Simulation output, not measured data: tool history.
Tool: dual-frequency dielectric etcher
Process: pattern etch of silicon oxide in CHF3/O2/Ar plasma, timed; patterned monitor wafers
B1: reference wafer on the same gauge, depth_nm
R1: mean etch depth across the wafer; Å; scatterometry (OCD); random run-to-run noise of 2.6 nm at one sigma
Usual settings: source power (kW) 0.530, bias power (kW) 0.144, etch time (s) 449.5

Run 1, hour 0.0: usual settings but source power (kW) 0.600; B1 653.5. Result: R1 8185 Å.
Run 2, hour 38.7: usual settings but source power (kW) 0.450; B1 654.4. Result: R1 7455 Å.
Run 3, hour 70.1: usual settings but source power (kW) 0.450; B1 653.8. Result: R1 7482 Å.
Run 4, hour 112.4: usual settings but source power (kW) 0.450; B1 653.7. Result: R1 7508 Å.
Run 5, hour 175.0: usual settings; B1 653.8. Result: R1 7865 Å.
Run 6, hour 244.4: usual settings; B1 654.4. Result: R1 7913 Å.
Run 7, hour 289.2: usual settings; B1 654.1. Result: R1 7951 Å.
Run 8, hour 360.4: usual settings but source power (kW) 0.610; B1 653.9. Result: R1 8332 Å.
Run 9, hour 386.4: usual settings but source power (kW) 0.570; B1 653.6. Result: R1 8216 Å.
At hour 417.9: bias power generator calibrated.
At hour 441.8: wet clean of the chamber.
Run 10, hour 442.3: usual settings; B1 654.6. Result: R1 7975 Å.
Run 11, hour 459.4: usual settings; B1 653.9. Result: R1 7951 Å.
Run 12, hour 510.3: usual settings; B1 653.9. Result: R1 7928 Å.
Run 13, hour 535.1: usual settings; B1 653.4. Result: R1 7908 Å.
At hour 572.8: upper electrode replaced.
Run 14, hour 573.3: usual settings; B1 654.0. Result: R1 7978 Å.
Run 15, hour 598.4: usual settings; B1 654.0. Result: R1 7970 Å.
Run 16, hour 658.9: usual settings but source power (kW) 0.560, bias power (kW) 0.157, etch time (s) 405.5; B1 653.8. Result: R1 7587 Å.
At hour 706.8: gauge calibrated.
Run 17, hour 713.4: usual settings; B1 654.0. Result: R1 8016 Å.
Run 18, hour 741.9: usual settings but source power (kW) 0.600, etch time (s) 515.0; B1 653.8. Result: R1 9479 Å.
Run 19, hour 771.6: usual settings but source power (kW) 0.410, etch time (s) 392.0; B1 654.1. Result: R1 6436 Å.
Run 20, hour 822.2: usual settings but source power (kW) 0.640, etch time (s) 502.5; B1 653.2. Result: R1 9526 Å.
At hour 831.6: source power generator calibrated.
Run 21, hour 864.7: usual settings but source power (kW) 0.600, bias power (kW) 0.128, etch time (s) 523.0; B1 654.4. Result: R1 9290 Å.
Run 22, hour 892.5: usual settings; B1 654.2. Result: R1 7979 Å.
Run 23, hour 916.9: usual settings but source power (kW) 0.460, bias power (kW) 0.131, etch time (s) 496.5; B1 653.8. Result: R1 8150 Å.
Run 24, hour 948.8: usual settings; B1 654.2. Result: R1 7998 Å.
At hour 1006.5: wet clean of the chamber.
Run 25, hour 1016.1: usual settings but source power (kW) 0.430, etch time (s) 516.0; B1 653.6. Result: R1 8429 Å.
Run 26, hour 1068.2: usual settings but source power (kW) 0.590, etch time (s) 410.0; B1 654.2. Result: R1 7382 Å.
Run 27, hour 1133.6: usual settings but etch time (s) 517.0; B1 654.0. Result: R1 9063 Å.
Run 28, hour 1189.6: usual settings; B1 654.1. Result: R1 7894 Å.
Run 29, hour 1228.6: usual settings but bias power (kW) 0.130; B1 654.4. Result: R1 7621 Å.
Run 30, hour 1269.1: usual settings; B1 654.2. Result: R1 7952 Å.
Run 31, hour 1331.7: usual settings but source power (kW) 0.570; B1 654.7. Result: R1 8112 Å.

Each row is a separate what-if for the run after 31, all from the same tool condition, not one after another. Results?
Run A, hour 1332.2: usual settings; B1 ?. Result: R1 ?.
Run B, hour 1332.2: usual settings but etch time (s) 413.0; B1 ?. Result: R1 ?.
Run C, hour 1332.2: usual settings but source power (kW) 0.620, bias power (kW) 0.119; B1 ?. Result: R1 ?.

run     B1    R1
  A  654.4  7896
  B  654.4  7255
  C  654.4  7721
With the hidden condition removed and each run's random variation left untouched, the same runs would have given:
run    R1
  A  7911
  B  7269
  C  7727
